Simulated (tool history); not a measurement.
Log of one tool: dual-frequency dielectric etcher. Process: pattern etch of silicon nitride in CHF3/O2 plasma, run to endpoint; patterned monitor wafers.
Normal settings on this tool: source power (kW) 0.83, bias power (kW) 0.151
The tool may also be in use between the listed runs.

run,hour,source power (kW),bias power (kW),"incoming incoming film thickness, nm",endpoint time (s)
1,0,0.83,0.174,69.8,43.8
2,26.5,0.83,0.174,69.4,43.5
3,98,0.83,0.151,69.5,44.6
# hour 132.5: wet clean of the chamber
4,284,0.83,0.151,69.7,45
5,318,0.83,0.151,69.8,44.7
# hour 322.4: source power generator calibrated
6,343.2,0.83,0.128,69.9,46.3
7,386.3,0.83,0.151,70.4,45.6
8,430,0.83,0.151,69.6,45.2
9,489.6,0.83,0.151,69.8,45
# hour 536.5: wet clean of the chamber
10,537,0.71,0.151,69.9,47.6
11,566.1,0.95,0.151,69,42.6
12,618.9,0.77,0.14,69.8,46.9
13,677.9,1.01,0.134,69.6,42.7
14,733.4,0.68,0.136,69.3,48.5
15,788.6,0.99,0.182,69.8,40.6
16,846.5,0.63,0.151,69.2,49.2
17,886.1,0.69,0.151,69.7,47.8
18,914.8,0.92,0.117,69.6,45.2
# hour 991.3: wet clean of the chamber
# hour 1012.5: upper electrode replaced
19,1013,0.83,0.151,69.8,44.8
20,1031.8,1.02,0.141,69.5,42.4
21,1082.5,0.83,0.151,69.3,44.9
# hour 1094.3: bias power generator calibrated
22,1134.4,0.83,0.138,70.3,45.9
23,1192.5,0.63,0.133,70.2,51.3
24,1227.9,0.83,0.151,70.5,45.6
25,1253.4,0.7,0.176,70.2,46.8
26,1299.4,0.71,0.151,69.6,47.2
27,1346.5,0.93,0.131,69.4,43.8
28,1384.9,0.83,0.151,70.4,45.5
29,1432.5,0.75,0.168,70.1,46
# hour 1460.6: wet clean of the chamber
30,1501.3,0.83,0.151,70.2,45.8
31,1535.3,0.67,0.135,70.1,50

Run 32 has not been measured yet. What should we expect?
32,1581.5,0.62,0.151,70.1,?

endpoint time (s): 49.6
If the tool had no hidden condition, the same run with the same run-to-run variation would have returned endpoint time (s) 49.6.
